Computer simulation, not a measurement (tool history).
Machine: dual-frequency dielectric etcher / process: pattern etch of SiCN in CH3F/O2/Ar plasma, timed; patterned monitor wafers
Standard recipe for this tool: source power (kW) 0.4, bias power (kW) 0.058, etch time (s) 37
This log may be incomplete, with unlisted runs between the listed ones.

run   hour  source power (kW)  bias power (kW)  etch time (s)  wafers since the last listed run  hours since the last wet clean  hours since the last source power generator calibration  hours since the last bias power generator calibration  hours since the last upper electrode change  hours since the gauge calibration  read-back reference wafer on the same gauge, depth_nm  mean etch depth across the wafer (nm)
  1      0                0.4            0.058             37                                 0                           253.1                                                   2985.8                                                 1820.4                                       2718.5                              333.4                                                     12                                   13.6
  2     26                0.4            0.058             37                               257                           279.1                                                   3011.8                                                 1846.4                                       2744.5                              359.4                                                  12.02                                  13.53
  3   53.8                0.4            0.058           44.5                               275                           306.9                                                   3039.6                                                 1874.2                                       2772.3                              387.2                                                  11.99                                   16.3
  4     75                0.4            0.058           44.5                               209                           328.1                                                   3060.8                                                 1895.4                                       2793.5                              408.4                                                     12                                  16.28
  5   87.4                0.4            0.058           44.5                               122                           340.5                                                   3073.2                                                 1907.8                                       2805.9                              420.8                                                     12                                  16.18
  6  118.7                0.4            0.058             37                               309                           371.8                                                   3104.5                                                 1939.1                                       2837.2                              452.1                                                  12.01                                  13.48
  7  153.4                0.4            0.058             37                               343                           406.5                                                   3139.2                                                 1973.8                                       2871.9                              486.8                                                     12                                  13.37
     185.2  -- wet clean of the chamber
       216  -- upper electrode replaced
     241.1  -- source power generator calibrated
  8    257                0.4            0.058             37                               510                            71.8                                                     15.9                                                 2077.4                                           41                              590.4                                                  11.99                                  13.64
  9  277.7                0.4            0.058             37                               204                            92.5                                                     36.6                                                 2098.1                                         61.7                              611.1                                                     12                                  13.64
 10  298.5                0.4            0.058             37                               205                           113.3                                                     57.4                                                 2118.9                                         82.5                              631.9                                                  11.99                                  13.52
 11  321.9                0.4            0.048             37                               231                           136.7                                                     80.8                                                 2142.3                                        105.9                              655.3                                                  11.99                                  12.83
 12  342.9               0.33            0.072             45                               207                           157.7                                                    101.8                                                 2163.3                                        126.9                              676.3                                                  12.01                                  15.57
     365.9  -- bias power generator calibrated
       367  -- gauge calibrated
 13  374.3               0.44            0.049             37                               271                           189.1                                                    133.2                                                    8.4                                        158.3                                7.3                                                  12.01                                  13.52
 14  397.6                0.4            0.058           29.5                               230                           212.4                                                    156.5                                                   31.7                                        181.6                               30.6                                                     12                                  10.69
 15  411.6               0.36            0.064             37                               138                           226.4                                                    170.5                                                   45.7                                        195.6                               44.6                                                  12.01                                  12.98
 16  434.2                0.4            0.058             37                               223                             249                                                    193.1                                                   68.3                                        218.2                               67.2                                                  12.01                                  13.37
 17  451.7                0.4            0.058             37                               173                           266.5                                                    210.6                                                   85.8                                        235.7                               84.7                                                     12                                  13.34
 18  474.9                0.5            0.052             37                               229                           289.7                                                    233.8                                                    109                                        258.9                              107.9                                                  11.99                                  14.71
 19  505.6                0.4             0.07             37                               303                           320.4                                                    264.5                                                  139.7                                        289.6                              138.6                                                  12.01                                  14.12
 20  528.5                0.4            0.058             37                               226                           343.3                                                    287.4                                                  162.6                                        312.5                              161.5                                                     12                                  13.27

Below, some changes in mean etch depth across the wafer (nm) between adjacent runs. For each, the amount present without the hidden state too (settings, incoming material, random variation) and the amount remaining for the hidden state with gauge scatter not shared by both compared results:
Unlogged tool condition in this case: etch rate over this chamber's usual, %; source power that arrives over what is set, %; bias power that arrives over what is set, %; gauge reads high (%).
Run 2 -> 3: etch time (s) 37 -> 44.5. mean etch depth across the wafer (nm) +2.77: hidden state -0.12, all else +2.89.
Run 7 -> 8: wet clean of the chamber, upper electrode replaced, source power generator calibrated. mean etch depth across the wafer (nm) +0.27: hidden state +0.26, all else +0.01.
Run 13 -> 14: source power (kW) 0.44 -> 0.4, bias power (kW) 0.049 -> 0.058, etch time (s) 37 -> 29.5. mean etch depth across the wafer (nm) -2.83: hidden state +0.06, all else -2.89.
